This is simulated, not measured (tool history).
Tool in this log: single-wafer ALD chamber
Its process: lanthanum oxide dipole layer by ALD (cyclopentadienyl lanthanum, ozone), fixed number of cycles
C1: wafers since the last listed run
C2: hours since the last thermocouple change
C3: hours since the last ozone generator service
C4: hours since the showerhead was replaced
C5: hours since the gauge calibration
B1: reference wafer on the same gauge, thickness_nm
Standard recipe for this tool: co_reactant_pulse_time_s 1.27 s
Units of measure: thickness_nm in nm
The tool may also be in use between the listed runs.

run 1 hour=0 | co_reactant_pulse_time_s=1.27 | C1=0 C2=2128.3 C3=701.8 C4=3400.7 C5=135.1 | B1=0.519 | thickness_nm=0.452
run 2 hour=8.7 | co_reactant_pulse_time_s=1.27 | C1=182 C2=2137 C3=710.5 C4=3409.4 C5=143.8 | B1=0.519 | thickness_nm=0.449
run 3 hour=17.8 | co_reactant_pulse_time_s=1.27 | C1=191 C2=2146.1 C3=719.6 C4=3418.5 C5=152.9 | B1=0.519 | thickness_nm=0.451
run 4 hour=34.2 | co_reactant_pulse_time_s=1.27 | C1=344 C2=2162.5 C3=736 C4=3434.9 C5=169.3 | B1=0.519 | thickness_nm=0.452
run 5 hour=70 | co_reactant_pulse_time_s=1.27 | C1=751 C2=2198.3 C3=771.8 C4=3470.7 C5=205.1 | B1=0.52 | thickness_nm=0.451
-- hour=70.3 gauge calibrated
-- hour=78.6 ozone generator serviced
run 6 hour=82 | co_reactant_pulse_time_s=1.27 | C1=83 C2=2210.3 C3=3.4 C4=3482.7 C5=11.7 | B1=0.518 | thickness_nm=0.505
run 7 hour=90.2 | co_reactant_pulse_time_s=1.39 | C1=172 C2=2218.5 C3=11.6 C4=3490.9 C5=19.9 | B1=0.52 | thickness_nm=0.516
run 8 hour=96.6 | co_reactant_pulse_time_s=0.95 | C1=134 C2=2224.9 C3=18 C4=3497.3 C5=26.3 | B1=0.518 | thickness_nm=0.461
run 9 hour=103.4 | co_reactant_pulse_time_s=1.12 | C1=142 C2=2231.7 C3=24.8 C4=3504.1 C5=33.1 | B1=0.519 | thickness_nm=0.484
run 10 hour=117.5 | co_reactant_pulse_time_s=0.77 | C1=296 C2=2245.8 C3=38.9 C4=3518.2 C5=47.2 | B1=0.519 | thickness_nm=0.419
run 11 hour=126.1 | co_reactant_pulse_time_s=1.52 | C1=180 C2=2254.4 C3=47.5 C4=3526.8 C5=55.8 | B1=0.518 | thickness_nm=0.516
run 12 hour=132.5 | co_reactant_pulse_time_s=1.63 | C1=134 C2=2260.8 C3=53.9 C4=3533.2 C5=62.2 | B1=0.519 | thickness_nm=0.522
-- hour=143.5 showerhead replaced, of another model than before
-- hour=145.2 thermocouple changed; heater temperature recalibrated
run 13 hour=163 | co_reactant_pulse_time_s=1.63 | C1=437 C2=17.8 C3=84.4 C4=19.5 C5=92.7 | B1=0.519 | thickness_nm=0.522
run 14 hour=178.6 | co_reactant_pulse_time_s=0.94 | C1=327 C2=33.4 C3=100 C4=35.1 C5=108.3 | B1=0.519 | thickness_nm=0.385
run 15 hour=191 | co_reactant_pulse_time_s=1.49 | C1=260 C2=45.8 C3=112.4 C4=47.5 C5=120.7 | B1=0.519 | thickness_nm=0.508

What does the tool deliver on the next run?
run 16 hour=205.7 | co_reactant_pulse_time_s=1.27 | C1=308 C2=60.5 C3=127.1 C4=62.2 C5=135.4 | B1=? | thickness_nm=?

{"run 16": {"B1": 0.518, "thickness_nm": 0.472}}
If the tool had no hidden condition, the same run with the same run-to-run variation would have returned thickness_nm 0.507 nm.

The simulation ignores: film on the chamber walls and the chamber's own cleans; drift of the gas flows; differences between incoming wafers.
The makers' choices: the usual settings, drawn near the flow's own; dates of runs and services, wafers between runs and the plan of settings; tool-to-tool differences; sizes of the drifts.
